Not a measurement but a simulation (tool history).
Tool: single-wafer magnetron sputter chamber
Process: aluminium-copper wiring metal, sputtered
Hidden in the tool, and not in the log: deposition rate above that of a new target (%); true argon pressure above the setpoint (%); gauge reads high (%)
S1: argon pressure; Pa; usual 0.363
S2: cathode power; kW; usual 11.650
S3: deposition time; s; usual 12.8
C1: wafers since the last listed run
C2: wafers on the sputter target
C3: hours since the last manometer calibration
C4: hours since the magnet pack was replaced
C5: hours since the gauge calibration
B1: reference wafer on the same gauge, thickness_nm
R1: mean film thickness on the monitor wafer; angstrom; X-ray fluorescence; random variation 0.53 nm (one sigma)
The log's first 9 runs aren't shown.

run 10 hour=349.7 | S1=0.363 S2=12.450 S3=12.8 | C1=369 C2=4809 C3=1175.4 C4=7413.3 C5=746.8 | B1=255.074 | R1=2756.29
run 11 hour=401.7 | S1=0.363 S2=12.450 S3=12.8 | C1=711 C2=5520 C3=1227.4 C4=7465.3 C5=798.8 | B1=254.873 | R1=2766.45
run 12 hour=431.5 | S1=0.253 S2=11.650 S3=12.8 | C1=407 C2=5928 C3=1257.2 C4=7495.1 C5=828.6 | B1=254.939 | R1=2685.13
run 13 hour=481.1 | S1=0.363 S2=11.650 S3=12.8 | C1=678 C2=6606 C3=1306.8 C4=7544.7 C5=878.2 | B1=254.901 | R1=2582.23
run 14 hour=533.9 | S1=0.363 S2=11.650 S3=12.8 | C1=722 C2=7329 C3=1359.6 C4=7597.5 C5=931.0 | B1=255.132 | R1=2590.54
run 15 hour=563.8 | S1=0.363 S2=9.350 S3=12.8 | C1=408 C2=7738 C3=1389.5 C4=7627.4 C5=960.9 | B1=254.950 | R1=2068.60
-- hour=611.7 sputter target and shields replaced
run 16 hour=633.2 | S1=0.363 S2=11.650 S3=12.8 | C1=839 C2=293 C3=1458.9 C4=7696.8 C5=1030.3 | B1=254.884 | R1=2616.77
-- hour=645.9 gauge calibrated
-- hour=689.3 magnet pack replaced
run 17 hour=699.2 | S1=0.363 S2=10.450 S3=14.1 | C1=793 C2=1086 C3=1524.9 C4=9.9 C5=53.3 | B1=255.059 | R1=2584.01
run 18 hour=732.9 | S1=0.363 S2=11.650 S3=12.8 | C1=460 C2=1547 C3=1558.6 C4=43.6 C5=87.0 | B1=255.037 | R1=2606.40
run 19 hour=794.8 | S1=0.363 S2=11.650 S3=12.8 | C1=846 C2=2394 C3=1620.5 C4=105.5 C5=148.9 | B1=255.003 | R1=2595.93
run 20 hour=844.6 | S1=0.363 S2=11.650 S3=12.8 | C1=681 C2=3075 C3=1670.3 C4=155.3 C5=198.7 | B1=255.006 | R1=2600.25
run 21 hour=885.2 | S1=0.363 S2=12.450 S3=11.3 | C1=555 C2=3631 C3=1710.9 C4=195.9 C5=239.3 | B1=255.127 | R1=2451.75
run 22 hour=930.1 | S1=0.409 S2=11.650 S3=14.1 | C1=614 C2=4245 C3=1755.8 C4=240.8 C5=284.2 | B1=254.924 | R1=2800.84
run 23 hour=992.8 | S1=0.363 S2=10.800 S3=12.8 | C1=857 C2=5103 C3=1818.5 C4=303.5 C5=346.9 | B1=255.068 | R1=2405.16
-- hour=1038.3 capacitance manometer re-zeroed and calibrated
run 24 hour=1038.8 | S1=0.475 S2=12.500 S3=12.8 | C1=519 C2=5622 C3=0.5 C4=349.5 C5=392.9 | B1=254.947 | R1=2622.35
run 25 hour=1081.2 | S1=0.408 S2=12.750 S3=11.2 | C1=579 C2=6202 C3=42.9 C4=391.9 C5=435.3 | B1=254.964 | R1=2402.77
run 26 hour=1132.1 | S1=0.424 S2=12.650 S3=15.1 | C1=696 C2=6899 C3=93.8 C4=442.8 C5=486.2 | B1=254.941 | R1=3199.74
-- hour=1169.7 sputter target and shields replaced
run 27 hour=1170.2 | S1=0.363 S2=12.450 S3=12.8 | C1=411 C2=6 C3=131.9 C4=480.9 C5=524.3 | B1=255.100 | R1=2791.08
run 28 hour=1312.9 | S1=0.363 S2=12.800 S3=11.6 | C1=1951 C2=1958 C3=274.6 C4=623.6 C5=667.0 | B1=254.961 | R1=2567.13
run 29 hour=1360.3 | S1=0.363 S2=11.650 S3=11.3 | C1=648 C2=2606 C3=322.0 C4=671.0 C5=714.4 | B1=254.981 | R1=2280.65
run 30 hour=1385.6 | S1=0.465 S2=11.650 S3=12.8 | C1=346 C2=2953 C3=347.3 C4=696.3 C5=739.7 | B1=254.919 | R1=2484.51
run 31 hour=1445.0 | S1=0.445 S2=14.450 S3=11.6 | C1=812 C2=3765 C3=406.7 C4=755.7 C5=799.1 | B1=254.917 | R1=2810.97
run 32 hour=1487.7 | S1=0.363 S2=11.650 S3=14.4 | C1=584 C2=4349 C3=449.4 C4=798.4 C5=841.8 | B1=255.018 | R1=2895.83
run 33 hour=1532.6 | S1=0.363 S2=14.350 S3=11.8 | C1=614 C2=4963 C3=494.3 C4=843.3 C5=886.7 | B1=254.945 | R1=2914.98

Forecast each of these 5 alternatives for the next run:
run A hour=1533.0 | S1=0.363 S2=11.650 S3=12.8 | C1=5 C2=4969 C3=494.7 C4=843.7 C5=887.1 | B1=? | R1=?
run B hour=1533.0 | S1=0.219 S2=11.650 S3=14.7 | C1=5 C2=4969 C3=494.7 C4=843.7 C5=887.1 | B1=? | R1=?
run C hour=1533.0 | S1=0.455 S2=11.650 S3=12.8 | C1=5 C2=4969 C3=494.7 C4=843.7 C5=887.1 | B1=? | R1=?
run D hour=1533.0 | S1=0.363 S2=9.800 S3=14.3 | C1=5 C2=4969 C3=494.7 C4=843.7 C5=887.1 | B1=? | R1=?
run E hour=1533.0 | S1=0.270 S2=12.500 S3=11.8 | C1=5 C2=4969 C3=494.7 C4=843.7 C5=887.1 | B1=? | R1=?

run=A B1=254.965 R1=2581.96
run=B B1=254.965 R1=3130.23
run=C B1=254.965 R1=2495.57
run=D B1=254.965 R1=2426.47
run=E B1=254.965 R1=2644.48
Without the tool's hidden state the same runs would have given:
run=A R1=2618.05
run=B R1=3180.36
run=C R1=2527.34
run=D R1=2460.39
run=E R1=2684.90
